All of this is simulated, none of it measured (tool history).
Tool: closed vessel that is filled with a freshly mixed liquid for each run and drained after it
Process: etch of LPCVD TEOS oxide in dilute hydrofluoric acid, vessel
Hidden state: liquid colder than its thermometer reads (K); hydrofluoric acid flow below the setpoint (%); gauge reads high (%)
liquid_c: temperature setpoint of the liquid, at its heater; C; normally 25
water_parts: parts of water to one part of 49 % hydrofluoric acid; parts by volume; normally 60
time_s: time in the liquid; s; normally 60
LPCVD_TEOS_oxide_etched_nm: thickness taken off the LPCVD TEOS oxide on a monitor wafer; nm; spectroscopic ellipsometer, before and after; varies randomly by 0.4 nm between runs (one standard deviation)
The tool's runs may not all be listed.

| run | hour | liquid_c | water_parts | time_s | wafers since the last listed run | hours since the thermometer was replaced | hours since the hydrofluoric acid flow meter was replaced | hours since the gauge calibration | read-back film thickness of the LPCVD TEOS oxide reference wafer, read on the same gauge (nm) | LPCVD_TEOS_oxide_etched_nm |
|---|---|---|---|---|---|---|---|---|---|---|
| 1 | 0 | 25 | 60 | 60 | 0 | 1676.8 | 1186.5 | 59.1 | 89.99 | 58.52 |
| 2 | 72.2 | 25 | 60 | 60 | 5858 | 1749 | 1258.7 | 131.3 | 89.99 | 57.88 |
| 3 | 97.5 | 25 | 60 | 60 | 2052 | 1774.3 | 1284 | 156.6 | 89.98 | 58.42 |
| 4 | 118.8 | 25 | 60 | 60 | 1728 | 1795.6 | 1305.3 | 177.9 | 90 | 57.72 |
| 5 | 152.6 | 25 | 60 | 60 | 2742 | 1829.4 | 1339.1 | 211.7 | 90 | 57.84 |
| 6 | 181.3 | 25 | 60 | 60 | 2328 | 1858.1 | 1367.8 | 240.4 | 90 | 58.08 |
| 7 | 200.1 | 23 | 60 | 80 | 1525 | 1876.9 | 1386.6 | 259.2 | 89.99 | 71.48 |
| 8 | 215.1 | 23 | 60 | 80 | 1217 | 1891.9 | 1401.6 | 274.2 | 89.99 | 70.49 |
| 9 | 232.3 | 23 | 60 | 80 | 1395 | 1909.1 | 1418.8 | 291.4 | 90 | 71.23 |
|  | 239.2 | hydrofluoric acid flow meter replaced |
| 10 | 261.8 | 25 | 60 | 60 | 2312 | 1938.6 | 22.6 | 320.9 | 90 | 57.64 |
| 11 | 278 | 25 | 60 | 60 | 1314 | 1954.8 | 38.8 | 337.1 | 90.01 | 57.82 |
| 12 | 298.9 | 25 | 60 | 60 | 1695 | 1975.7 | 59.7 | 358 | 90.01 | 57.51 |
| 13 | 311.1 | 25 | 45 | 95 | 989 | 1987.9 | 71.9 | 370.2 | 89.99 | 125.2 |
|  | 328.7 | gauge calibrated |
| 14 | 339.5 | 28 | 90 | 60 | 2304 | 2016.3 | 100.3 | 10.8 | 90 | 41.66 |
|  | 360.8 | thermometer replaced |
| 15 | 366.7 | 25 | 60 | 60 | 2125 | 5.9 | 127.5 | 38 | 90.01 | 64.07 |
| 16 | 386.5 | 21.5 | 85 | 85 | 1606 | 25.7 | 147.3 | 57.8 | 89.98 | 52.61 |
| 17 | 414.2 | 25 | 60 | 60 | 2247 | 53.4 | 175 | 85.5 | 90.01 | 63.45 |
| 18 | 436.2 | 30 | 30 | 60 | 1785 | 75.4 | 197 | 107.5 | 89.99 | 160.6 |
| 19 | 454.7 | 25 | 85 | 75 | 1501 | 93.9 | 215.5 | 126 | 90 | 53.13 |
| 20 | 486.5 | 21.5 | 45 | 60 | 2580 | 125.7 | 247.3 | 157.8 | 90.01 | 73.88 |
| 21 | 513.3 | 30 | 40 | 60 | 2174 | 152.5 | 274.1 | 184.6 | 89.99 | 119.9 |
| 22 | 548.5 | 26.5 | 60 | 60 | 2856 | 187.7 | 309.3 | 219.8 | 90.01 | 66.41 |
| 23 | 581.6 | 28 | 50 | 90 | 2685 | 220.8 | 342.4 | 252.9 | 89.98 | 128.6 |
| 24 | 608 | 25 | 60 | 60 | 2142 | 247.2 | 368.8 | 279.3 | 90 | 62.53 |
| 25 | 621.5 | 27.5 | 75 | 40 | 1095 | 260.7 | 382.3 | 292.8 | 90.01 | 36.4 |

What if the next run were any one of these 5? Each begins from the tool's condition after run 25:
| A | 622.2 | 25 | 60 | 60 | 56 | 261.4 | 383 | 293.5 | ? | ? |
| B | 622.2 | 27.5 | 85 | 60 | 56 | 261.4 | 383 | 293.5 | ? | ? |
| C | 622.2 | 25 | 50 | 90 | 56 | 261.4 | 383 | 293.5 | ? | ? |
| D | 622.2 | 25 | 60 | 90 | 56 | 261.4 | 383 | 293.5 | ? | ? |
| E | 622.2 | 28.5 | 35 | 60 | 56 | 261.4 | 383 | 293.5 | ? | ? |

| run | read-back film thickness of the LPCVD TEOS oxide reference wafer, read on the same gauge (nm) | LPCVD_TEOS_oxide_etched_nm |
|---|---|---|
| A | 90 | 62.44 |
| B | 90 | 47.11 |
| C | 90 | 113.9 |
| D | 90 | 93.66 |
| E | 90 | 127.78 |
Without the tool's hidden state the same runs would have given:
| run | LPCVD_TEOS_oxide_etched_nm |
|---|---|
| A | 64.19 |
| B | 48.37 |
| C | 117.11 |
| D | 96.29 |
| E | 131.33 |
